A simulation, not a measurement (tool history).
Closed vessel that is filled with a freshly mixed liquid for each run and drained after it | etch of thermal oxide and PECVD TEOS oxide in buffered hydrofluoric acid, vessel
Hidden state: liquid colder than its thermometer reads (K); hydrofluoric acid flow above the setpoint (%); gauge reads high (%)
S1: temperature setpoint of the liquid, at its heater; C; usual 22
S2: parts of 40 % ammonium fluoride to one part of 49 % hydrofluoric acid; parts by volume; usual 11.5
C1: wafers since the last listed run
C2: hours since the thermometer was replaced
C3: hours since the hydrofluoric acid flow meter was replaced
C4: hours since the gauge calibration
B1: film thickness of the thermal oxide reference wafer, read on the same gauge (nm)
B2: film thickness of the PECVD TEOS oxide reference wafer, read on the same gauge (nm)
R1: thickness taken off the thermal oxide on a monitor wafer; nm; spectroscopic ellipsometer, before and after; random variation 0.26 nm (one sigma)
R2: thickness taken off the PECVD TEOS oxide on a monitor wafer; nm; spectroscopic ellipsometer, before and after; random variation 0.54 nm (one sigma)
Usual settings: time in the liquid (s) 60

Run 1, hour 0: usual settings but S1 23.5 C, time in the liquid (s) 70; C1 0; C2 1938.1; C3 46; C4 337.8; B1 139.98; B2 30.01. Result: R1 61.93 nm, R2 165.37 nm.
Run 2, hour 12.2: usual settings but S1 23.5 C, time in the liquid (s) 70; C1 1351; C2 1950.3; C3 58.2; C4 350; B1 140.01; B2 30. Result: R1 60.84 nm, R2 166.19 nm.
Run 3, hour 35.4: usual settings but S1 23.5 C, time in the liquid (s) 70; C1 2570; C2 1973.5; C3 81.4; C4 373.2; B1 140; B2 30. Result: R1 61.09 nm, R2 164.39 nm.
Run 4, hour 48: usual settings but S2 8 parts by volume; C1 1396; C2 1986.1; C3 94; C4 385.8; B1 140.03; B2 30. Result: R1 68.31 nm, R2 180.97 nm.
Run 5, hour 60.8: usual settings; C1 1418; C2 1998.9; C3 106.8; C4 398.6; B1 139.97; B2 30. Result: R1 48.58 nm, R2 130.27 nm.
Run 6, hour 82.5: usual settings; C1 2404; C2 2020.6; C3 128.5; C4 420.3; B1 139.97; B2 30.01. Result: R1 48.59 nm, R2 130.21 nm.
Run 7, hour 117.8: usual settings; C1 3911; C2 2055.9; C3 163.8; C4 455.6; B1 140.03; B2 29.99. Result: R1 48.45 nm, R2 129.46 nm.
Run 8, hour 137.7: usual settings but S1 25.5 C, S2 8.5 parts by volume, time in the liquid (s) 40; C1 2205; C2 2075.8; C3 183.7; C4 475.5; B1 140.01; B2 30.01. Result: R1 50.75 nm, R2 136.54 nm.
Run 9, hour 162.8: usual settings but S1 18 C, time in the liquid (s) 45; C1 2781; C2 2100.9; C3 208.8; C4 500.6; B1 140.01; B2 30. Result: R1 29.07 nm, R2 77.02 nm.
Run 10, hour 178.2: usual settings but S1 24.5 C, S2 7.5 parts by volume, time in the liquid (s) 40; C1 1706; C2 2116.3; C3 224.2; C4 516; B1 139.94; B2 29.99. Result: R1 55.09 nm, R2 147.1 nm.
Run 11, hour 208.1: usual settings but S1 20 C, time in the liquid (s) 30; C1 3313; C2 2146.2; C3 254.1; C4 545.9; B1 140.04; B2 30. Result: R1 21.58 nm, R2 57.54 nm.
Run 12, hour 226.4: usual settings but S2 9.5 parts by volume, time in the liquid (s) 95; C1 2027; C2 2164.5; C3 272.4; C4 564.2; B1 140.03; B2 30. Result: R1 90.51 nm, R2 241.93 nm.
Run 13, hour 244.2: usual settings but S1 23.5 C, S2 8.5 parts by volume, time in the liquid (s) 30; C1 1972; C2 2182.3; C3 290.2; C4 582; B1 139.98; B2 29.98. Result: R1 34.31 nm, R2 91.15 nm.
Run 14, hour 262.4: usual settings but S1 27 C, S2 14.5 parts by volume, time in the liquid (s) 85; C1 2016; C2 2200.5; C3 308.4; C4 600.2; B1 139.96; B2 29.99. Result: R1 71.64 nm, R2 191.74 nm.
At hour 290.8: gauge calibrated.
Run 15, hour 297.1: usual settings but S1 24 C, S2 14.5 parts by volume; C1 3845; C2 2235.2; C3 343.1; C4 6.3; B1 140; B2 29.99. Result: R1 42.82 nm, R2 114.61 nm.
At hour 312.4: thermometer replaced.
Run 16, hour 318.9: usual settings but S1 24.5 C, S2 13 parts by volume, time in the liquid (s) 40; C1 2304; C2 6.5; C3 364.9; C4 28.1; B1 139.96; B2 30. Result: R1 35.29 nm, R2 93.43 nm.
Run 17, hour 346.9: usual settings; C1 3102; C2 34.5; C3 392.9; C4 56.1; B1 139.98; B2 30.01. Result: R1 51.6 nm, R2 138.7 nm.
Run 18, hour 364.5: usual settings but S2 9 parts by volume, time in the liquid (s) 85; C1 1950; C2 52.1; C3 410.5; C4 73.7; B1 140.02; B2 30.01. Result: R1 89.55 nm, R2 239.03 nm.
Run 19, hour 383.9: usual settings; C1 2149; C2 71.5; C3 429.9; C4 93.1; B1 140.02; B2 30.01. Result: R1 51.96 nm, R2 139.09 nm.
Run 20, hour 406.2: usual settings but S1 20 C, S2 7.5 parts by volume, time in the liquid (s) 85; C1 2471; C2 93.8; C3 452.2; C4 115.4; B1 140.03; B2 29.99. Result: R1 98.01 nm, R2 261.67 nm.
Run 21, hour 431.4: usual settings but S1 20.5 C, S2 9.5 parts by volume; C1 2792; C2 119; C3 477.4; C4 140.6; B1 140.01; B2 30.01. Result: R1 56.36 nm, R2 150.28 nm.
Run 22, hour 455.1: usual settings but S1 26 C, S2 15.5 parts by volume, time in the liquid (s) 50; C1 2626; C2 142.7; C3 501.1; C4 164.3; B1 140.03; B2 30. Result: R1 39.58 nm, R2 106.5 nm.
Run 23, hour 515.1: usual settings but S2 8.5 parts by volume, time in the liquid (s) 45; C1 6648; C2 202.7; C3 561.1; C4 224.3; B1 140.01; B2 30. Result: R1 50.4 nm, R2 134.07 nm.
Run 24, hour 540.8: usual settings; C1 2847; C2 228.4; C3 586.8; C4 250; B1 140.01; B2 30. Result: R1 51.54 nm, R2 136.11 nm.
Run 25, hour 569.5: usual settings but S1 19 C, S2 13 parts by volume; C1 3180; C2 257.1; C3 615.5; C4 278.7; B1 139.97; B2 30. Result: R1 38.42 nm, R2 102.62 nm.
Run 26, hour 598.8: usual settings but S1 20.5 C, S2 7.5 parts by volume, time in the liquid (s) 30; C1 3246; C2 286.4; C3 644.8; C4 308; B1 139.98; B2 30.01. Result: R1 34.98 nm, R2 94.78 nm.
Run 27, hour 631.2: usual settings; C1 3590; C2 318.8; C3 677.2; C4 340.4; B1 139.99; B2 30.01. Result: R1 51.26 nm, R2 136.74 nm.

3 ways to go on from here, each from the tool as it stands after run 27. What would each give?
Run A, hour 631.9: usual settings but S2 8.5 parts by volume; C1 77; C2 319.5; C3 677.9; C4 341.1; B1 ?; B2 ?. Result: R1 ?, R2 ?.
Run B, hour 631.9: usual settings but S2 7 parts by volume, time in the liquid (s) 30; C1 77; C2 319.5; C3 677.9; C4 341.1; B1 ?; B2 ?. Result: R1 ?, R2 ?.
Run C, hour 631.9: usual settings but S1 25.5 C, time in the liquid (s) 35; C1 77; C2 319.5; C3 677.9; C4 341.1; B1 ?; B2 ?. Result: R1 ?, R2 ?.

run      B1     B2     R1      R2
  A  139.98  30.01  67.34  178.07
  B  139.98  30.01  41.54  109.85
  C  139.98  30.01  36.51   96.56
Without the tool's hidden state the same runs would have given:
run     R1      R2
  A  68.42  180.95
  B  42.21  111.62
  C  37.09   98.09
